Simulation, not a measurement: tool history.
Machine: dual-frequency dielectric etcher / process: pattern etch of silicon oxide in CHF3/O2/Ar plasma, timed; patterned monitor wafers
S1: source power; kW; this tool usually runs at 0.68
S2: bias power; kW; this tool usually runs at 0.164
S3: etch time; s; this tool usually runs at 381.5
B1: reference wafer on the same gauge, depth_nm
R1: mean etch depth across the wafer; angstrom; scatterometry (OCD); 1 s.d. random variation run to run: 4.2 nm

{"run": 1, "hour": 0.0, "S1": 0.68, "S2": 0.164, "S3": 381.5, "B1": 713, "R1": 7559}
{"run": 2, "hour": 25.6, "S1": 0.61, "S2": 0.143, "S3": 381.5, "B1": 713.7, "R1": 6807}
{"run": 3, "hour": 51.7, "S1": 0.68, "S2": 0.164, "S3": 306.5, "B1": 714.9, "R1": 6018}
{"run": 4, "hour": 67.0, "S1": 0.68, "S2": 0.173, "S3": 381.5, "B1": 713.5, "R1": 7664}
{"hour": 119.0, "done": "gauge calibrated"}
{"hour": 130.1, "done": "upper electrode replaced"}
{"run": 5, "hour": 130.6, "S1": 0.68, "S2": 0.173, "S3": 381.5, "B1": 714, "R1": 7476}
{"run": 6, "hour": 131.0, "S1": 0.68, "S2": 0.173, "S3": 381.5, "B1": 713.9, "R1": 7568}
{"hour": 156.5, "done": "bias power generator calibrated"}
{"hour": 163.3, "done": "wet clean of the chamber"}
{"run": 7, "hour": 163.8, "S1": 0.68, "S2": 0.164, "S3": 381.5, "B1": 714, "R1": 7705}
{"run": 8, "hour": 170.0, "S1": 0.68, "S2": 0.164, "S3": 291.5, "B1": 713.7, "R1": 5872}
{"run": 9, "hour": 202.0, "S1": 0.68, "S2": 0.164, "S3": 381.5, "B1": 714.2, "R1": 7691}
{"run": 10, "hour": 232.1, "S1": 0.68, "S2": 0.164, "S3": 381.5, "B1": 714.3, "R1": 7655}
{"run": 11, "hour": 266.6, "S1": 0.68, "S2": 0.164, "S3": 287.5, "B1": 713.9, "R1": 5762}
{"run": 12, "hour": 281.7, "S1": 0.76, "S2": 0.164, "S3": 381.5, "B1": 715.1, "R1": 8115}
{"hour": 287.0, "done": "source power generator calibrated"}
{"run": 13, "hour": 294.2, "S1": 0.62, "S2": 0.164, "S3": 381.5, "B1": 714.1, "R1": 7344}
{"run": 14, "hour": 309.2, "S1": 0.73, "S2": 0.149, "S3": 381.5, "B1": 714.7, "R1": 7616}
{"run": 15, "hour": 349.8, "S1": 0.79, "S2": 0.149, "S3": 482.5, "B1": 714.5, "R1": 10068}
{"run": 16, "hour": 373.1, "S1": 0.68, "S2": 0.142, "S3": 381.5, "B1": 713.9, "R1": 7200}
{"run": 17, "hour": 385.1, "S1": 0.57, "S2": 0.189, "S3": 477, "B1": 713.8, "R1": 9270}

5 options for the next run, each taken on its own from the tool as it stands now. Forecast them:
{"run": "A", "hour": 385.6, "S1": 0.74, "S2": 0.164, "S3": 381.5, "B1": "?", "R1": "?"}
{"run": "B", "hour": 385.6, "S1": 0.68, "S2": 0.193, "S3": 478, "B1": "?", "R1": "?"}
{"run": "C", "hour": 385.6, "S1": 0.68, "S2": 0.13, "S3": 436.5, "B1": "?", "R1": "?"}
{"run": "D", "hour": 385.6, "S1": 0.6, "S2": 0.13, "S3": 381.5, "B1": "?", "R1": "?"}
{"run": "E", "hour": 385.6, "S1": 0.68, "S2": 0.164, "S3": 441, "B1": "?", "R1": "?"}

run=A B1=714.6 R1=7951
run=B B1=714.6 R1=10154
run=C B1=714.6 R1=8081
run=D B1=714.6 R1=6657
run=E B1=714.6 R1=8843
Stripped of hidden state, with their random variation kept, the same runs would have yielded:
run=A R1=8130
run=B R1=10382
run=C R1=8262
run=D R1=6806
run=E R1=9041

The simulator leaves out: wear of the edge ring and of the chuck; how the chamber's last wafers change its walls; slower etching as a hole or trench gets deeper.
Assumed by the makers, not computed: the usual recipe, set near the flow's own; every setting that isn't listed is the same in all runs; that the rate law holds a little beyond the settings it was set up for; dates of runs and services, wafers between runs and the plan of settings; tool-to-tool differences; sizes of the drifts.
